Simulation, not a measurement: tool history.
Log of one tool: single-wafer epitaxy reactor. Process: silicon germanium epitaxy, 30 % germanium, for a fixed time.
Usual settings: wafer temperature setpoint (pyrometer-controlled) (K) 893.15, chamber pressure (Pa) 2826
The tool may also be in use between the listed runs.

| run | hour | wafer temperature setpoint (pyrometer-controlled) (K) | chamber pressure (Pa) | read-back reference wafer on the same gauge, thickness_nm | mean film thickness on the monitor wafer (Å) |
|---|---|---|---|---|---|
| 1 | 0 | 899.15 | 3080 | 92.06 | 990.32 |
| 2 | 47.4 | 899.15 | 3080 | 92.097 | 994.02 |
|  | 105.7 | capacitance manometer re-zeroed and calibrated |
| 3 | 106.2 | 899.15 | 3080 | 92.096 | 994.17 |
| 4 | 150.2 | 893.15 | 2826 | 92.105 | 848.59 |
| 5 | 204.5 | 882.15 | 2826 | 92.084 | 683.97 |
| 6 | 255.9 | 882.15 | 2826 | 92.139 | 677.8 |
| 7 | 313.7 | 882.15 | 2826 | 92.172 | 682.82 |
| 8 | 363.4 | 885.15 | 2653 | 92.118 | 703.19 |
| 9 | 415.6 | 893.15 | 2826 | 92.119 | 847.51 |
| 10 | 451.3 | 893.15 | 2826 | 92.023 | 843.87 |
| 11 | 493.4 | 893.15 | 2826 | 92.086 | 843.81 |
| 12 | 538.4 | 893.15 | 2826 | 92.148 | 844.53 |
| 13 | 605.2 | 904.15 | 2826 | 92.088 | 1037.62 |
| 14 | 659 | 904.15 | 2826 | 92.086 | 1042.69 |

Run 15 comes next. What will it give?
| 15 | 686.5 | 900.15 | 2826 | ? | ? |

Run 15 gave read-back reference wafer on the same gauge, thickness_nm 92.062, mean film thickness on the monitor wafer (Å) 970.36.
Without the tool's hidden state the same run would have given mean film thickness on the monitor wafer (Å) 979.63.
